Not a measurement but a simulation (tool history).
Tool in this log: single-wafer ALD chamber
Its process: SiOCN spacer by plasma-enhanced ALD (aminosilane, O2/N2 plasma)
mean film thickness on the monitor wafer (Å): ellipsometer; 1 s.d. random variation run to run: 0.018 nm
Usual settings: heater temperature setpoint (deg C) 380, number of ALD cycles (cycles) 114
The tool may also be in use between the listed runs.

run    hour  heater temperature setpoint (deg C)  number of ALD cycles (cycles)  wafers since the last listed run  hours since the last thermocouple change  hours since the gauge calibration  read-back reference wafer on the same gauge, thickness_nm  mean film thickness on the monitor wafer (Å)
  1     0.0                                  380                            114                                 0                                     480.5                              739.7                                                      7.838                                         72.96
  2    43.8                                  380                            114                               140                                     524.3                              783.5                                                      7.832                                         72.54
  3   143.7                                  380                            114                               319                                     624.2                              883.4                                                      7.839                                         72.80
  4   217.0                                  380                            114                               234                                     697.5                              956.7                                                      7.827                                         72.60
  5   290.2                                  387                            121                               234                                     770.7                             1029.9                                                      7.835                                         77.10
  6   366.5                                  387                            121                               244                                     847.0                             1106.2                                                      7.828                                         76.81
  7   413.0                                  387                            121                               148                                     893.5                             1152.7                                                      7.828                                         77.57
  8   486.5                                  380                            114                               235                                     967.0                             1226.2                                                      7.827                                         72.52
  9   567.0                                  380                            114                               257                                    1047.5                             1306.7                                                      7.833                                         72.29
      646.5  -- gauge calibrated
 10   671.9                                  380                            114                               335                                    1152.4                               25.4                                                      7.821                                         72.85
 11   726.1                                  372                             94                               173                                    1206.6                               79.6                                                      7.836                                         59.79
 12   826.5                                  380                            114                               321                                    1307.0                              180.0                                                      7.833                                         72.84
      986.7  -- thermocouple changed; heater temperature recalibrated
 13  1123.5                                  388                             99                               924                                     136.8                              477.0                                                      7.836                                         63.24
 14  1178.0                                  380                            136                               174                                     191.3                              531.5                                                      7.838                                         86.77
 15  1279.4                                  380                            108                               324                                     292.7                              632.9                                                      7.823                                         68.74
 16  1360.6                                  392                             93                               259                                     373.9                              714.1                                                      7.825                                         59.34
 17  1454.9                                  380                            114                               301                                     468.2                              808.4                                                      7.829                                         72.71
 18  1543.6                                  374                            114                               283                                     556.9                              897.1                                                      7.829                                         72.81

What the log doesn't show, run by run:
wafer temperature above the value expected at the setpoint (K): 0 across all the runs
gauge reads high (%): 0 across all the runs

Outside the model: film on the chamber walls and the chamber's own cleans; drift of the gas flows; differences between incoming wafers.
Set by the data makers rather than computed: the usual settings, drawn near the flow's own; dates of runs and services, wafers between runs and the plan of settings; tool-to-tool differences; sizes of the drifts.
